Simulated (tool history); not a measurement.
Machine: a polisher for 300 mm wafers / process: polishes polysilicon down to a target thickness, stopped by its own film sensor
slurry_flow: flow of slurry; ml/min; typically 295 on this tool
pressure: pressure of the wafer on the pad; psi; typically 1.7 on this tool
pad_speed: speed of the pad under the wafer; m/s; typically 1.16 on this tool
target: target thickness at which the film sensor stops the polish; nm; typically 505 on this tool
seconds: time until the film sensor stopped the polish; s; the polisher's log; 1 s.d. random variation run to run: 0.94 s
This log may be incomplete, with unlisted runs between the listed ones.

run,hour,slurry_flow,pressure,pad_speed,target,wafers since the last listed run,wafers polished on this pad,hours since the slurry nozzle was cleaned,hours since the head pressure was calibrated,"incoming thickness of the incoming film, nm",seconds
1,0,295,1.7,1.16,505,0,2354,375.3,478.1,873.2,77.9
# hour 20.1: worn pad replaced by a new one
2,67.7,295,1.7,1.16,505,636,476,443,545.8,875.6,76.9
3,108,295,1.7,1.16,505,402,878,483.3,586.1,881.7,78.5
4,136.1,295,1.7,1.16,505,280,1159,511.4,614.2,873.8,75.2
5,186.2,295,1.7,1.16,505,500,1660,561.5,664.3,874,75.8
6,216,295,1.7,1.16,505,297,1958,591.3,694.1,884.4,77.9
# hour 228.8: head pressure recalibrated
# hour 237: worn pad replaced by a new one
7,286.3,295,1.7,1.16,505,642,493,661.6,57.5,881.7,72.9
8,357.2,295,1.7,1.16,505,708,1202,732.5,128.4,897.7,76.1
9,385.2,295,1.7,1.16,505,279,1481,760.5,156.4,884.2,75.5
10,449.7,295,1.7,1.16,505,644,2126,825,220.9,867,72.5
# hour 464.7: worn pad replaced by a new one
# hour 468.6: slurry nozzle cleaned
11,513.8,295,1.7,1.16,505,590,480,45.2,285,875.3,75.1
12,574.3,295,1.7,1.16,587,604,1085,105.7,345.5,880.8,59.6
13,625,295,1.9,0.94,412,506,1592,156.4,396.2,879.4,111.2
14,664.3,295,1.5,0.8,505,392,1985,195.7,435.5,880,118.1
# hour 685.2: worn pad replaced by a new one
15,734.8,295,1.7,1.16,505,664,496,266.2,506,879.5,77.1
16,874.8,295,1.7,1.54,550,1399,1895,406.2,646,868,50
17,923.6,295,1.4,1.16,550,487,2383,455,694.8,869,74.3
# hour 962.2: worn pad replaced by a new one
# hour 969.2: head pressure recalibrated
18,979.6,365,2.2,0.88,561,499,154,511,10.4,877.6,66.6
19,1036.6,340,1.9,1.16,556,569,724,568,67.4,883.8,59.6
20,1108.1,295,1.4,1.48,505,714,1439,639.5,138.9,877.2,65.8
21,1148.5,295,1.7,1.16,505,403,1842,679.9,179.3,870.3,71.8
22,1212.9,200,2.3,0.82,589,643,2486,744.3,243.7,893,74.9

Below are 5 alternative next runs, each starting from the tool's condition after run 22. Predict each:
A,1213.3,265,1.7,1.16,505,3,2490,744.7,244.1,887.2,?
B,1213.3,295,1.7,0.88,505,3,2490,744.7,244.1,887.2,?
C,1213.3,295,1.2,1.5,505,3,2490,744.7,244.1,887.2,?
D,1213.3,260,1.7,1.16,375,3,2490,744.7,244.1,887.2,?
E,1213.3,295,1.2,1.16,505,3,2490,744.7,244.1,887.2,?

run,seconds
A,77.2
B,100.6
C,71.7
D,103.7
E,92.7
Without the tool's unlogged condition, the same runs would have read:
run,seconds
A,73.8
B,96.2
C,68.6
D,99.2
E,88.7
